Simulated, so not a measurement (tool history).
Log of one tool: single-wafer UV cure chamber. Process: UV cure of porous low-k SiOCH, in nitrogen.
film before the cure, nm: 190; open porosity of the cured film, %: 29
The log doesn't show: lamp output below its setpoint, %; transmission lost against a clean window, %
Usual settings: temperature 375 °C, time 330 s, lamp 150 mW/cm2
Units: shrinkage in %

run	hour	temperature	time	lamp	wafers since the last listed run	hours since the UV bulbs were replaced	wafers since the quartz window was cleaned	shrinkage
1	0	375	475	132	0	1530.9	614	17.932
2	16.5	375	475	132	107	1547.4	722	17.884
3	42.5	369	330	150	169	1573.4	891	16.214
4	57.4	375	330	150	97	1588.3	988	16.269
5	73.4	375	330	150	104	1604.3	1093	16.214
6	80.9	375	380	150	48	1611.8	1142	16.87
7	98.8	375	380	150	116	1629.7	1259	16.761
8	112.7	375	330	150	90	1643.6	1349	16.178
9	127.4	375	330	150	95	1658.3	1445	15.93
10	136.2	375	330	150	57	1667.1	1503	15.769
11	142.7	375	330	150	42	1673.6	1545	16.123
12	154.5	375	330	150	77	1685.4	1622	15.9
13	162.2	375	330	150	50	1693.1	1672	15.757
14	179.4	375	330	150	112	1710.3	1785	15.889
15	188.1	375	330	150	56	1719	1841	16.077
16	194.1	375	330	150	39	1725	1881	15.64
17	204.2	375	330	150	65	1735.1	1947	15.875
18	214.7	375	330	150	68	1745.6	2015	15.694
19	227.6	380	330	150	84	1758.5	2099	15.839
20	240	380	330	150	80	1770.9	2180	15.912
21	252.4	380	330	150	80	1783.3	2261	15.661
22	271.5	375	330	150	124	1802.4	2386	15.63
23	287.8	375	330	150	106	1818.7	2492	15.504
# hour 296.6: quartz window cleaned
24	303.8	356	330	150	52	1834.7	47	15.552
25	321.3	375	330	150	114	1852.2	161	16.004
26	330	395	440	188	56	1860.9	218	19.064
27	339.2	375	405	169	60	1870.1	278	17.505
28	346.5	361	330	150	47	1877.4	325	15.622
29	357	375	330	150	68	1887.9	394	15.483
30	370.9	384	330	163	90	1901.8	484	16.474
31	382.3	395	330	175	74	1913.2	559	16.764
32	398.6	382	445	187	106	1929.5	665	18.307
# hour 410.1: UV bulbs replaced
33	410.6	375	330	120	26	0.5	691	17.044
34	421.8	387	465	150	73	11.7	764	20.264
35	439.7	365	330	162	116	29.6	881	18.297
36	448.4	375	330	150	56	38.3	938	18
37	466.3	390	330	183	116	56.2	1055	19.36
38	484.1	375	330	150	116	74	1171	17.939
39	492.8	358	235	184	56	82.7	1228	16.525
40	499.3	357	330	140	42	89.2	1270	17.173
41	512.4	380	255	136	85	102.3	1356	16.051
42	522.4	375	415	150	65	112.3	1421	19.08
43	530.2	365	330	162	50	120.1	1472	18.262

What the log doesn't show, run by run:
H1: lamp output below its setpoint, %
H2: transmission lost against a clean window, %
run	H1	H2
1	26.8	7.05
2	27.3	7.77
3	28.1	8.74
4	28.5	9.21
5	29	9.66
6	29.3	9.86
7	29.8	10.3
8	30.3	10.6
9	30.8	10.8
10	31.1	11
11	31.3	11.1
12	31.7	11.3
13	31.9	11.4
14	32.5	11.6
15	32.8	11.7
16	33	11.8
17	33.3	11.9
18	33.7	12
19	34.1	12.1
20	34.6	12.2
21	35	12.3
22	35.7	12.4
23	36.3	12.5
24	36.8	1.47
25	37.5	2.93
26	37.8	3.6
27	38.1	4.25
28	38.4	4.74
29	38.8	5.39
30	39.3	6.18
31	39.7	6.77
32	40.3	7.53
33	3.09	8.03
34	3.09	8.46
35	3.1	9.07
36	3.11	9.34
37	3.12	9.84
38	3.15	10.3
39	3.16	10.5
40	3.17	10.6
41	3.19	10.9
42	3.22	11
43	3.23	11.2
